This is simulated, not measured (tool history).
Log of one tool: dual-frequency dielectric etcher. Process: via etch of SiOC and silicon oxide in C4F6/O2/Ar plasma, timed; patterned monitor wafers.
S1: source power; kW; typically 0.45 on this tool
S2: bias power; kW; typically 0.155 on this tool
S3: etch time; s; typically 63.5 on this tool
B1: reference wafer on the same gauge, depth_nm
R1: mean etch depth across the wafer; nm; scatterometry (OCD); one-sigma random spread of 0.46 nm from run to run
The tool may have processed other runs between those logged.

{"run": 1, "hour": 0.0, "S1": 0.45, "S2": 0.155, "S3": 50, "B1": 65.5, "R1": 52.9}
{"run": 2, "hour": 16.1, "S1": 0.45, "S2": 0.155, "S3": 50, "B1": 65.6, "R1": 52.3}
{"run": 3, "hour": 37.1, "S1": 0.45, "S2": 0.155, "S3": 50, "B1": 65.6, "R1": 51.7}
{"run": 4, "hour": 69.6, "S1": 0.5, "S2": 0.155, "S3": 78.5, "B1": 65.5, "R1": 85.8}
{"run": 5, "hour": 102.9, "S1": 0.5, "S2": 0.155, "S3": 78.5, "B1": 65.4, "R1": 85.2}
{"run": 6, "hour": 115.6, "S1": 0.45, "S2": 0.155, "S3": 63.5, "B1": 65.3, "R1": 65.5}
{"run": 7, "hour": 151.0, "S1": 0.45, "S2": 0.155, "S3": 63.5, "B1": 65.3, "R1": 65.3}
{"run": 8, "hour": 172.0, "S1": 0.45, "S2": 0.155, "S3": 63.5, "B1": 65.2, "R1": 65.4}
{"hour": 183.4, "done": "source power generator calibrated"}
{"hour": 212.6, "done": "wet clean of the chamber"}
{"run": 9, "hour": 213.1, "S1": 0.45, "S2": 0.155, "S3": 63.5, "B1": 65.1, "R1": 66}
{"run": 10, "hour": 228.9, "S1": 0.45, "S2": 0.155, "S3": 63.5, "B1": 65, "R1": 65.9}
{"run": 11, "hour": 241.8, "S1": 0.41, "S2": 0.136, "S3": 63.5, "B1": 64.9, "R1": 61.5}
{"run": 12, "hour": 265.5, "S1": 0.41, "S2": 0.136, "S3": 63.5, "B1": 65, "R1": 61}
{"run": 13, "hour": 289.8, "S1": 0.45, "S2": 0.155, "S3": 63.5, "B1": 64.9, "R1": 65.7}
{"run": 14, "hour": 302.0, "S1": 0.45, "S2": 0.155, "S3": 63.5, "B1": 64.9, "R1": 65.9}
{"run": 15, "hour": 323.3, "S1": 0.38, "S2": 0.169, "S3": 56, "B1": 64.8, "R1": 55.2}
{"run": 16, "hour": 356.1, "S1": 0.38, "S2": 0.131, "S3": 53.5, "B1": 64.7, "R1": 49.3}
{"hour": 360.8, "done": "gauge calibrated"}
{"hour": 363.5, "done": "bias power generator calibrated"}
{"run": 17, "hour": 376.2, "S1": 0.45, "S2": 0.155, "S3": 63.5, "B1": 66.6, "R1": 66.9}
{"run": 18, "hour": 392.3, "S1": 0.45, "S2": 0.155, "S3": 63.5, "B1": 66.6, "R1": 66.9}
{"run": 19, "hour": 418.8, "S1": 0.42, "S2": 0.129, "S3": 63.5, "B1": 66.5, "R1": 61.5}
{"hour": 456.9, "done": "upper electrode replaced"}
{"run": 20, "hour": 457.4, "S1": 0.38, "S2": 0.155, "S3": 63.5, "B1": 66.4, "R1": 63.4}
{"run": 21, "hour": 459.3, "S1": 0.53, "S2": 0.138, "S3": 52.5, "B1": 66.4, "R1": 57.5}
{"run": 22, "hour": 475.8, "S1": 0.45, "S2": 0.132, "S3": 63.5, "B1": 66.3, "R1": 64.8}
{"run": 23, "hour": 490.9, "S1": 0.45, "S2": 0.155, "S3": 63.5, "B1": 66.3, "R1": 66.5}
{"run": 24, "hour": 505.8, "S1": 0.5, "S2": 0.116, "S3": 73.5, "B1": 66.3, "R1": 74.5}
{"run": 25, "hour": 525.3, "S1": 0.45, "S2": 0.155, "S3": 63.5, "B1": 66.2, "R1": 67.5}
{"run": 26, "hour": 552.9, "S1": 0.45, "S2": 0.155, "S3": 81.5, "B1": 66.2, "R1": 84.8}
{"run": 27, "hour": 571.5, "S1": 0.45, "S2": 0.155, "S3": 50, "B1": 66.2, "R1": 52.4}

Consider 5 possible next runs. They are alternatives, not a sequence: every one starts from the tool as it was left by run 27. What does each give?
{"run": "A", "hour": 571.9, "S1": 0.45, "S2": 0.155, "S3": 63.5, "B1": "?", "R1": "?"}
{"run": "B", "hour": 571.9, "S1": 0.4, "S2": 0.136, "S3": 55, "B1": "?", "R1": "?"}
{"run": "C", "hour": 571.9, "S1": 0.5, "S2": 0.155, "S3": 69.5, "B1": "?", "R1": "?"}
{"run": "D", "hour": 571.9, "S1": 0.51, "S2": 0.189, "S3": 63.5, "B1": "?", "R1": "?"}
{"run": "E", "hour": 571.9, "S1": 0.54, "S2": 0.126, "S3": 63.5, "B1": "?", "R1": "?"}

run=A B1=66.2 R1=66.6
run=B B1=66.2 R1=53.2
run=C B1=66.2 R1=75.9
run=D B1=66.2 R1=73.8
run=E B1=66.2 R1=67.8
With no hidden state in the tool, these same runs would have given:
run=A R1=67.1
run=B R1=53.7
run=C R1=76.6
run=D R1=74.4
run=E R1=68.4

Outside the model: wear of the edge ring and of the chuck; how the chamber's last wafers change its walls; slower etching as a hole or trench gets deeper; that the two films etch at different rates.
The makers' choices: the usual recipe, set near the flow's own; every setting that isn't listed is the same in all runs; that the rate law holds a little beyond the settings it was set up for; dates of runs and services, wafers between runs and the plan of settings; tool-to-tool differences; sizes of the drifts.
